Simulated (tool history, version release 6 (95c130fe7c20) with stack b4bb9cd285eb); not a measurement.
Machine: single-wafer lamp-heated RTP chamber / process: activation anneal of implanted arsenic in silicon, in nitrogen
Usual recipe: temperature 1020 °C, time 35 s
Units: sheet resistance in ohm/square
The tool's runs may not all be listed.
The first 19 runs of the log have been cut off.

| run | day | temperature | time | wafers since the last listed run | wafers since the last pyrometer calibration | wafers since the reflector plate was cleaned | hours since the gauge calibration | read-back reference wafer on the same gauge, sheet resistance | sheet resistance |
|---|---|---|---|---|---|---|---|---|---|
|  | 52.117 | gauge calibrated |
|  | 54.225 | pyrometer window cleaned and pyrometer calibrated |
| 20 | 55.738 | 1012 | 56 | 807 | 338 | 4711 | 86.9 | 670.09 | 579.74 |
| 21 | 58.954 | 1042 | 16 | 720 | 1058 | 5431 | 164.1 | 669.61 | 587.34 |
| 22 | 61.746 | 1020 | 35 | 625 | 1683 | 6056 | 231.1 | 669.96 | 582.02 |
| 23 | 63.462 | 1029 | 29 | 384 | 2068 | 6441 | 272.3 | 669.81 | 581.57 |
|  | 64.412 | reflector plate cleaned |
| 24 | 67.129 | 1037 | 25 | 746 | 2814 | 607 | 360.3 | 670.47 | 578.48 |
| 25 | 69.996 | 1042 | 16 | 641 | 3456 | 1249 | 429.1 | 670.17 | 588.64 |
|  | 72.608 | pyrometer window cleaned and pyrometer calibrated |
| 26 | 73.792 | 1031 | 29 | 775 | 265 | 2025 | 520.2 | 669.56 | 585.64 |
| 27 | 86.642 | 1004 | 29 | 2877 | 3142 | 4902 | 828.6 | 670.09 | 590.32 |
| 28 | 88.158 | 1020 | 28 | 339 | 3482 | 5242 | 865.0 | 669.96 | 587.96 |
| 29 | 89.996 | 1007 | 46 | 411 | 3893 | 5653 | 909.1 | 670.48 | 581.83 |
|  | 91.725 | pyrometer window cleaned and pyrometer calibrated |
|  | 93.038 | reflector plate cleaned |
| 30 | 93.954 | 1020 | 35 | 737 | 424 | 205 | 1004.1 | 670.02 | 584.37 |

Consider 4 possible next runs. They are alternatives, not a sequence: every one starts from the tool as it was left by run 30. What does each give?
| A | 93.971 | 1043 | 35 | 3 | 427 | 209 | 1004.5 | ? | ? |
| B | 93.971 | 1030 | 22 | 3 | 427 | 209 | 1004.5 | ? | ? |
| C | 93.971 | 1041 | 55 | 3 | 427 | 209 | 1004.5 | ? | ? |
| D | 93.971 | 1020 | 29 | 3 | 427 | 209 | 1004.5 | ? | ? |

| run | read-back reference wafer on the same gauge, sheet resistance | sheet resistance |
|---|---|---|
| A | 670.04 | 571.86 |
| B | 670.04 | 588.39 |
| C | 670.04 | 560.40 |
| D | 670.04 | 587.69 |
Without the tool's unlogged condition, the same runs would have read:
| run | sheet resistance |
|---|---|
| A | 574.77 |
| B | 590.33 |
| C | 563.90 |
| D | 589.68 |
